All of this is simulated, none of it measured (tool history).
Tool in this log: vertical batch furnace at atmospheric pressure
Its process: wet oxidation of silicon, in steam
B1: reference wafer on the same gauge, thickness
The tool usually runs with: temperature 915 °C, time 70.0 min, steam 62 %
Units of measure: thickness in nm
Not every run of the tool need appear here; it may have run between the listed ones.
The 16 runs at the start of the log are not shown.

run 17 day=51.054 | temperature=915 time=70.0 steam=55 | B1=192.13 | thickness=147.08
-- day=52.088 steam generator serviced
run 18 day=53.646 | temperature=915 time=70.0 steam=62 | B1=192.19 | thickness=166.67
run 19 day=56.471 | temperature=915 time=70.0 steam=62 | B1=192.14 | thickness=165.52
run 20 day=58.958 | temperature=923 time=42.5 steam=62 | B1=192.09 | thickness=122.62
run 21 day=62.983 | temperature=936 time=70.0 steam=62 | B1=191.95 | thickness=203.27
run 22 day=67.762 | temperature=915 time=70.0 steam=62 | B1=191.95 | thickness=167.43
run 23 day=71.225 | temperature=892 time=70.0 steam=62 | B1=192.20 | thickness=128.01
run 24 day=74.608 | temperature=915 time=70.0 steam=62 | B1=192.07 | thickness=164.79
run 25 day=77.542 | temperature=915 time=70.0 steam=62 | B1=191.65 | thickness=168.00
run 26 day=80.050 | temperature=915 time=70.0 steam=62 | B1=192.01 | thickness=164.72
-- day=81.567 gauge calibrated
-- day=82.183 thermocouples replaced and temperature profile calibrated
run 27 day=82.204 | temperature=933 time=40.5 steam=51 | B1=191.83 | thickness=108.99
run 28 day=85.650 | temperature=907 time=70.0 steam=59 | B1=191.91 | thickness=142.80
run 29 day=89.238 | temperature=897 time=103.5 steam=62 | B1=192.26 | thickness=178.19
run 30 day=92.150 | temperature=915 time=70.0 steam=62 | B1=192.13 | thickness=163.22
run 31 day=95.833 | temperature=925 time=87.0 steam=53 | B1=191.86 | thickness=188.41
run 32 day=99.092 | temperature=937 time=70.0 steam=62 | B1=192.21 | thickness=200.49
run 33 day=101.821 | temperature=915 time=70.0 steam=62 | B1=192.18 | thickness=161.09
run 34 day=105.317 | temperature=940 time=99.5 steam=54 | B1=191.99 | thickness=241.11
run 35 day=109.021 | temperature=894 time=104.0 steam=70 | B1=191.85 | thickness=189.42
run 36 day=113.038 | temperature=905 time=51.0 steam=69 | B1=191.69 | thickness=122.11
run 37 day=116.092 | temperature=915 time=70.0 steam=65 | B1=192.17 | thickness=166.37
run 38 day=119.746 | temperature=902 time=98.0 steam=51 | B1=192.01 | thickness=155.54
run 39 day=121.500 | temperature=915 time=70.0 steam=62 | B1=192.13 | thickness=160.93

3 options for the next run, each taken on its own from the tool as it stands now. Forecast them:
run A day=121.675 | temperature=915 time=80.0 steam=62 | B1=? | thickness=?
run B day=121.675 | temperature=940 time=70.0 steam=67 | B1=? | thickness=?
run C day=121.675 | temperature=935 time=49.0 steam=65 | B1=? | thickness=?

run=A B1=191.57 thickness=177.00
run=B B1=191.57 thickness=216.32
run=C B1=191.57 thickness=153.21
Had the tool no hidden state, the same runs would have come out as:
run=A thickness=180.18
run=B thickness=220.39
run=C thickness=156.05
